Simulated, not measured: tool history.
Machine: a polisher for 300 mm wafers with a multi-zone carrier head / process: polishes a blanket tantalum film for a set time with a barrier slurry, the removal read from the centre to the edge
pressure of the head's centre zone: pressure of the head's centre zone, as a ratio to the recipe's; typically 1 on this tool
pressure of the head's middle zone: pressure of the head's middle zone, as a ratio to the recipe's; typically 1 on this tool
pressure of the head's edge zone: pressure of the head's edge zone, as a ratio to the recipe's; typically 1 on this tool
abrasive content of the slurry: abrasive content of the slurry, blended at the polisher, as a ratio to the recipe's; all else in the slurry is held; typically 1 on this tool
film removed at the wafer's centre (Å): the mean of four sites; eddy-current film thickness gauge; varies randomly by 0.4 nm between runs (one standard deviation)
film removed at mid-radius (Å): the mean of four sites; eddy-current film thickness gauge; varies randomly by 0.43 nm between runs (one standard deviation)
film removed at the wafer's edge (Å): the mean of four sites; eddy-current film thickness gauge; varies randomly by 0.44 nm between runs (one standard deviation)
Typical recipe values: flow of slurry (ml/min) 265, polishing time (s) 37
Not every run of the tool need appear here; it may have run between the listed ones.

run	hour	flow of slurry (ml/min)	pressure of the head's centre zone	pressure of the head's middle zone	pressure of the head's edge zone	abrasive content of the slurry	polishing time (s)	wafers since the last listed run	wafers polished on this pad	hours since the slurry nozzle was cleaned	hours since the centre zone pressure was calibrated	hours since the edge zone pressure was calibrated	hours since the carrier head's membrane was replaced	incoming thickness of the incoming film, nm	film removed at the wafer's centre (Å)	film removed at mid-radius (Å)	film removed at the wafer's edge (Å)
1	0	265	1	1	1	1	37	0	763	279.1	677	65.5	1458.9	309.9	604	566	568
2	20	265	1	1	1	1	37	230	994	299.1	697	85.5	1478.9	303.4	611	567	568
3	61	265	1	0.97	1	1.15	37	473	1467	340.1	738	126.5	1519.9	311.3	638	579	587
# hour 117.9: worn pad replaced by a new one
4	148.2	265	1	1	1	1	37	960	349	427.3	825.2	213.7	1607.1	303.4	611	567	568
5	234.7	265	1	1	1	1	37	998	1348	513.8	911.7	300.2	1693.6	310.1	636	564	569
6	259.9	265	1	1	1	1	37	290	1638	539	936.9	325.4	1718.8	312.8	637	562	557
7	282.6	265	1	1	1	1	37	262	1901	561.7	959.6	348.1	1741.5	310	644	563	568
# hour 285.7: centre zone pressure recalibrated
# hour 291.6: worn pad replaced by a new one
8	318.1	265	1	1	1	1	37	340	306	597.2	32.4	383.6	1777	310.5	575	557	567
9	335.2	265	1	1.04	0.9	1	29	197	503	614.3	49.5	400.7	1794.1	311.2	454	456	416
10	364.5	265	1	1	1	1	37	338	841	643.6	78.8	430	1823.4	314.1	570	566	566
# hour 373.8: slurry nozzle cleaned
11	399.1	265	1.05	1	1	1.3	29	387	1229	25.3	113.4	464.6	1858	313.9	514	469	477
12	431.2	265	0.95	1	1	0.85	49	370	1600	57.4	145.5	496.7	1890.1	307.7	688	714	705
# hour 437.8: worn pad replaced by a new one
# hour 439.2: edge zone pressure recalibrated
13	451.6	265	1	1	1	0.75	37	172	142	77.8	165.9	12.4	1910.5	307.4	517	500	504
# hour 482.8: carrier head's membrane replaced by a new one
14	483.3	265	1	1	1.04	1	37	308	451	109.5	197.6	44.1	0.5	308.5	586	564	575
15	502.2	265	1	1	1	1	37	218	669	128.4	216.5	63	19.4	312.1	578	564	561
16	527.5	265	0.92	1.1	1	1	37	292	961	153.7	241.8	88.3	44.7	314.2	532	615	569
17	540.3	265	1.12	1	1	0.7	47	147	1109	166.5	254.6	101.1	57.5	306.9	715	620	620
18	568.5	305	1	1	1	1	48	325	1434	194.7	282.8	129.3	85.7	308.6	768	740	748
19	585.9	265	1	1	1	1	41	200	1635	212.1	300.2	146.7	103.1	313.5	635	627	626
20	597.9	355	1.05	1	0.91	0.75	37	138	1774	224.1	312.2	158.7	115.1	315.9	566	518	501
# hour 605.6: worn pad replaced by a new one
21	614	265	1	0.92	1	0.85	37	139	96	240.2	328.3	174.8	131.2	308.8	548	494	541

What will run 22 give?
22	644.3	265	1.05	1	1	1.3	29	349	446	270.5	358.6	205.1	161.5	309.7	?	?	?

{"run 22": {"film removed at the wafer's centre (Å)": 520, "film removed at mid-radius (Å)": 476, "film removed at the wafer's edge (Å)": 477}}
If the tool had no hidden condition, the same run with the same run-to-run variation would have returned film removed at the wafer's centre (Å) 507, film removed at mid-radius (Å) 476, film removed at the wafer's edge (Å) 477.
